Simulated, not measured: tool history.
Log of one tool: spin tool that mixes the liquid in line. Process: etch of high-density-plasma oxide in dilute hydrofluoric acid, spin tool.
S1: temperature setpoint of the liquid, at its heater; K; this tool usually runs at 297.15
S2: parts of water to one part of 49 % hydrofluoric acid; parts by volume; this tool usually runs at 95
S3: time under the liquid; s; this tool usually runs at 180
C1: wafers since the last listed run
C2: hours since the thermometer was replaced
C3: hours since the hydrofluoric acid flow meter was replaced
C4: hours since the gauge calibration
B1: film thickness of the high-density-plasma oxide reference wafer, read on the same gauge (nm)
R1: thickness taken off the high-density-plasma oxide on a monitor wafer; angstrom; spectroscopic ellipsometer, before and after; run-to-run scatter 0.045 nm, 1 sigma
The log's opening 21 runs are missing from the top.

{"run": 22, "hour": 243.9, "S1": 299.65, "S2": 75, "S3": 250, "C1": 101, "C2": 176.4, "C3": 215.1, "C4": 122.6, "B1": 69.99, "R1": 237.6}
{"run": 23, "hour": 253.4, "S1": 299.65, "S2": 110, "S3": 215, "C1": 80, "C2": 185.9, "C3": 224.6, "C4": 132.1, "B1": 70.03, "R1": 133.3}
{"run": 24, "hour": 270.3, "S1": 302.15, "S2": 120, "S3": 100, "C1": 142, "C2": 202.8, "C3": 241.5, "C4": 149.0, "B1": 69.97, "R1": 61.8}
{"run": 25, "hour": 282.1, "S1": 292.65, "S2": 75, "S3": 255, "C1": 99, "C2": 214.6, "C3": 253.3, "C4": 160.8, "B1": 69.98, "R1": 182.4}
{"run": 26, "hour": 290.3, "S1": 299.65, "S2": 55, "S3": 225, "C1": 69, "C2": 222.8, "C3": 261.5, "C4": 169.0, "B1": 70.0, "R1": 302.3}
{"run": 27, "hour": 304.5, "S1": 297.15, "S2": 95, "S3": 180, "C1": 119, "C2": 237.0, "C3": 275.7, "C4": 183.2, "B1": 69.98, "R1": 118.9}
{"run": 28, "hour": 320.5, "S1": 297.15, "S2": 95, "S3": 180, "C1": 135, "C2": 253.0, "C3": 291.7, "C4": 199.2, "B1": 69.98, "R1": 120.2}
{"run": 29, "hour": 331.6, "S1": 301.15, "S2": 70, "S3": 215, "C1": 93, "C2": 264.1, "C3": 302.8, "C4": 210.3, "B1": 69.98, "R1": 233.5}
{"run": 30, "hour": 338.1, "S1": 297.15, "S2": 95, "S3": 180, "C1": 54, "C2": 270.6, "C3": 309.3, "C4": 216.8, "B1": 70.01, "R1": 119.3}
{"run": 31, "hour": 352.4, "S1": 297.15, "S2": 135, "S3": 180, "C1": 120, "C2": 284.9, "C3": 323.6, "C4": 231.1, "B1": 69.96, "R1": 80.6}

Predict each of these 5 candidate next runs independently; none follows another, all start after run 31:
{"run": "A", "hour": 352.9, "S1": 297.15, "S2": 95, "S3": 180, "C1": 4, "C2": 285.4, "C3": 324.1, "C4": 231.6, "B1": "?", "R1": "?"}
{"run": "B", "hour": 352.9, "S1": 297.15, "S2": 95, "S3": 100, "C1": 4, "C2": 285.4, "C3": 324.1, "C4": 231.6, "B1": "?", "R1": "?"}
{"run": "C", "hour": 352.9, "S1": 297.15, "S2": 95, "S3": 85, "C1": 4, "C2": 285.4, "C3": 324.1, "C4": 231.6, "B1": "?", "R1": "?"}
{"run": "D", "hour": 352.9, "S1": 297.15, "S2": 135, "S3": 265, "C1": 4, "C2": 285.4, "C3": 324.1, "C4": 231.6, "B1": "?", "R1": "?"}
{"run": "E", "hour": 352.9, "S1": 300.15, "S2": 55, "S3": 240, "C1": 4, "C2": 285.4, "C3": 324.1, "C4": 231.6, "B1": "?", "R1": "?"}

run=A B1=70.00 R1=119.8
run=B B1=70.00 R1=66.6
run=C B1=70.00 R1=56.6
run=D B1=70.00 R1=118.3
run=E B1=70.00 R1=327.9
The same runs, with their run-to-run variation unchanged, on a tool lacking any hidden condition would have given:
run=A R1=118.5
run=B R1=65.8
run=C R1=55.9
run=D R1=117.0
run=E R1=324.2
